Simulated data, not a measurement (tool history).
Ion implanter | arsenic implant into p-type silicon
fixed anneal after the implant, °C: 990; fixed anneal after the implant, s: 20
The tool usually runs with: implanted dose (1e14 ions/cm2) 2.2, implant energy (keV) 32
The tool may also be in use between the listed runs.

| run | hour | implanted dose (1e14 ions/cm2) | implant energy (keV) | wafers since the last listed run | hours since the last dose calibration | hours since the extraction supply was calibrated | hours since the gauge calibration | read-back reference wafer on the same gauge, sheet resistance | sheet resistance of the implanted and annealed layer (ohm/square) |
|---|---|---|---|---|---|---|---|---|---|
| 1 | 0 | 2.2 | 32 | 0 | 1967.1 | 3858.3 | 474.5 | 381.94 | 362.02 |
| 2 | 23.5 | 2.2 | 32 | 370 | 1990.6 | 3881.8 | 498 | 381.97 | 360.81 |
| 3 | 42.7 | 2.2 | 32 | 302 | 2009.8 | 3901 | 517.2 | 382 | 360.67 |
| 4 | 60.4 | 2.2 | 37 | 279 | 2027.5 | 3918.7 | 534.9 | 381.94 | 352.24 |
| 5 | 88.7 | 2.2 | 37 | 446 | 2055.8 | 3947 | 563.2 | 381.85 | 352.13 |
| 6 | 104 | 2.2 | 37 | 241 | 2071.1 | 3962.3 | 578.5 | 381.95 | 352.66 |
| 7 | 125.8 | 1.96 | 32 | 343 | 2092.9 | 3984.1 | 600.3 | 382.02 | 391.14 |
| 8 | 200.7 | 1.96 | 32 | 1181 | 2167.8 | 4059 | 675.2 | 382.01 | 389.88 |
| 9 | 227.3 | 2.2 | 32 | 419 | 2194.4 | 4085.6 | 701.8 | 382.06 | 358.73 |
|  | 263.9 | Faraday cup replaced and dose calibrated |
| 10 | 264.4 | 2.2 | 32 | 459 | 0.5 | 4122.7 | 738.9 | 381.93 | 371.95 |
| 11 | 281.3 | 2.2 | 32 | 266 | 17.4 | 4139.6 | 755.8 | 382 | 372.18 |
| 12 | 311.9 | 2.2 | 35 | 482 | 48 | 4170.2 | 786.4 | 382.1 | 367.44 |
|  | 339.3 | gauge calibrated |
| 13 | 341.8 | 2.2 | 35 | 471 | 77.9 | 4200.1 | 2.5 | 381.99 | 367.8 |
| 14 | 365 | 2.2 | 35 | 366 | 101.1 | 4223.3 | 25.7 | 382.08 | 367.18 |
| 15 | 382.9 | 1.78 | 26 | 282 | 119 | 4241.2 | 43.6 | 381.93 | 449.05 |

Run 16 is up next; what results do you expect?
| 16 | 395.5 | 2.2 | 35 | 198 | 131.6 | 4253.8 | 56.2 | ? | ? |

read-back reference wafer on the same gauge, sheet resistance: 382
sheet resistance of the implanted and annealed layer (ohm/square): 367.13
The same run, on a tool lacking any hidden state, would have yielded sheet resistance of the implanted and annealed layer (ohm/square) 368.02.

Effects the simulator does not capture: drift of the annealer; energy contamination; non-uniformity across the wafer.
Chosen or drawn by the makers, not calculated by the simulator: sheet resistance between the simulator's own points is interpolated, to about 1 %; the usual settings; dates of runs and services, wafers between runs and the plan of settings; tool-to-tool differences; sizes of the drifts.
